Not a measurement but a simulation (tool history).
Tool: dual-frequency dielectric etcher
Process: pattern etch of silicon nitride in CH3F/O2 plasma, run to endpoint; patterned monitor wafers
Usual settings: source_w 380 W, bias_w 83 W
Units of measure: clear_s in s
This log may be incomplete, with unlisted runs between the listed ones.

| run | hour | source_w | bias_w | wafers since the last listed run | hours since the last wet clean | hours since the last source power generator calibration | hours since the last bias power generator calibration | hours since the last upper electrode change | incoming incoming film thickness, nm | clear_s |
|---|---|---|---|---|---|---|---|---|---|---|
| 1 | 0.0 | 380 | 83 | 0 | 439.1 | 1793.3 | 3832.7 | 1493.0 | 100.4 | 105.2 |
| 2 | 63.3 | 380 | 92 | 396 | 502.4 | 1856.6 | 3896.0 | 1556.3 | 100.7 | 99.7 |
|  | 127.3 | wet clean of the chamber |
| 3 | 246.1 | 380 | 92 | 995 | 118.8 | 2039.4 | 4078.8 | 1739.1 | 100.1 | 98.6 |
| 4 | 285.6 | 420 | 83 | 247 | 158.3 | 2078.9 | 4118.3 | 1778.6 | 100.2 | 101.8 |
| 5 | 317.4 | 420 | 83 | 199 | 190.1 | 2110.7 | 4150.1 | 1810.4 | 100.4 | 101.4 |
| 6 | 365.6 | 380 | 83 | 302 | 238.3 | 2158.9 | 4198.3 | 1858.6 | 101.6 | 106.4 |
| 7 | 402.3 | 380 | 83 | 230 | 275.0 | 2195.6 | 4235.0 | 1895.3 | 100.9 | 106.1 |
| 8 | 446.5 | 380 | 83 | 277 | 319.2 | 2239.8 | 4279.2 | 1939.5 | 100.6 | 105.3 |
| 9 | 499.3 | 380 | 83 | 330 | 372.0 | 2292.6 | 4332.0 | 1992.3 | 100.7 | 104.9 |
| 10 | 566.7 | 380 | 83 | 422 | 439.4 | 2360.0 | 4399.4 | 2059.7 | 101.7 | 106.1 |
|  | 647.2 | wet clean of the chamber |
| 11 | 647.7 | 380 | 83 | 357 | 0.5 | 2441.0 | 4480.4 | 2140.7 | 100.9 | 105.3 |
| 12 | 698.3 | 350 | 83 | 317 | 51.1 | 2491.6 | 4531.0 | 2191.3 | 100.1 | 108.3 |
| 13 | 815.9 | 350 | 83 | 737 | 168.7 | 2609.2 | 4648.6 | 2308.9 | 101.6 | 109.4 |
| 14 | 841.4 | 350 | 83 | 159 | 194.2 | 2634.7 | 4674.1 | 2334.4 | 100.6 | 108.6 |
| 15 | 872.2 | 410 | 64 | 193 | 225.0 | 2665.5 | 4704.9 | 2365.2 | 100.8 | 119.6 |
| 16 | 910.6 | 380 | 83 | 240 | 263.4 | 2703.9 | 4743.3 | 2403.6 | 99.4 | 103.9 |
| 17 | 967.5 | 380 | 83 | 356 | 320.3 | 2760.8 | 4800.2 | 2460.5 | 101.5 | 106.2 |
|  | 973.3 | bias power generator calibrated |
| 18 | 1017.8 | 410 | 83 | 290 | 370.6 | 2811.1 | 44.5 | 2510.8 | 99.4 | 103.9 |
|  | 1107.1 | wet clean of the chamber |
|  | 1234.1 | upper electrode replaced, of another model than before |
| 19 | 1234.6 | 310 | 91 | 1057 | 127.5 | 3027.9 | 261.3 | 0.5 | 100.2 | 114.4 |
| 20 | 1283.8 | 380 | 83 | 308 | 176.7 | 3077.1 | 310.5 | 49.7 | 100.4 | 107.6 |
| 21 | 1326.7 | 280 | 97 | 268 | 219.6 | 3120.0 | 353.4 | 92.6 | 100.3 | 115.6 |
| 22 | 1461.4 | 290 | 83 | 844 | 354.3 | 3254.7 | 488.1 | 227.3 | 100.0 | 125.9 |
| 23 | 1485.4 | 410 | 83 | 150 | 378.3 | 3278.7 | 512.1 | 251.3 | 100.3 | 102.1 |
| 24 | 1537.0 | 420 | 95 | 323 | 429.9 | 3330.3 | 563.7 | 302.9 | 101.3 | 93.0 |
|  | 1541.4 | source power generator calibrated |
| 25 | 1605.0 | 380 | 83 | 401 | 497.9 | 63.6 | 631.7 | 370.9 | 101.4 | 107.3 |
|  | 1632.8 | wet clean of the chamber |
| 26 | 1658.7 | 380 | 83 | 186 | 25.9 | 117.3 | 685.4 | 424.6 | 100.4 | 106.4 |
| 27 | 1858.4 | 470 | 99 | 1251 | 225.6 | 317.0 | 885.1 | 624.3 | 100.9 | 84.3 |
| 28 | 1929.1 | 320 | 71 | 443 | 296.3 | 387.7 | 955.8 | 695.0 | 100.7 | 133.3 |
| 29 | 1971.7 | 380 | 66 | 266 | 338.9 | 430.3 | 998.4 | 737.6 | 100.6 | 128.0 |
| 30 | 2014.5 | 380 | 83 | 268 | 381.7 | 473.1 | 1041.2 | 780.4 | 100.7 | 106.6 |
| 31 | 2065.4 | 380 | 71 | 318 | 432.6 | 524.0 | 1092.1 | 831.3 | 100.8 | 120.2 |
|  | 2129.7 | wet clean of the chamber |
| 32 | 2130.2 | 450 | 94 | 255 | 0.5 | 588.8 | 1156.9 | 896.1 | 99.4 | 87.5 |
| 33 | 2197.3 | 380 | 83 | 420 | 67.6 | 655.9 | 1224.0 | 963.2 | 100.2 | 106.2 |
| 34 | 2238.1 | 480 | 73 | 255 | 108.4 | 696.7 | 1264.8 | 1004.0 | 99.3 | 101.7 |

Subtracting, for every run, the result it would have given without the tool's unlogged condition from the measured result gives the following. The same run-to-run variation enters both numbers; the gauge's scatter may not:
The hidden state here: etch rate over this chamber's usual, %; source power that arrives over what is set, %; bias power that arrives over what is set, %.
| run | clear_s |
|---|---|
| 1 | -2.9 |
| 2 | -2.8 |
| 3 | -2.8 |
| 4 | -2.8 |
| 5 | -2.8 |
| 6 | -3.0 |
| 7 | -3.0 |
| 8 | -2.9 |
| 9 | -3.0 |
| 10 | -3.0 |
| 11 | -3.0 |
| 12 | -3.1 |
| 13 | -3.1 |
| 14 | -3.1 |
| 15 | -3.0 |
| 16 | -2.9 |
| 17 | -3.0 |
| 18 | -0.1 |
| 19 | -0.7 |
| 20 | -0.7 |
| 21 | -1.0 |
| 22 | -1.3 |
| 23 | -1.0 |
| 24 | -1.1 |
| 25 | -1.3 |
| 26 | -1.4 |
| 27 | -1.4 |
| 28 | -2.2 |
| 29 | -2.0 |
| 30 | -1.9 |
| 31 | -2.1 |
| 32 | -1.7 |
| 33 | -2.2 |
| 34 | -1.9 |
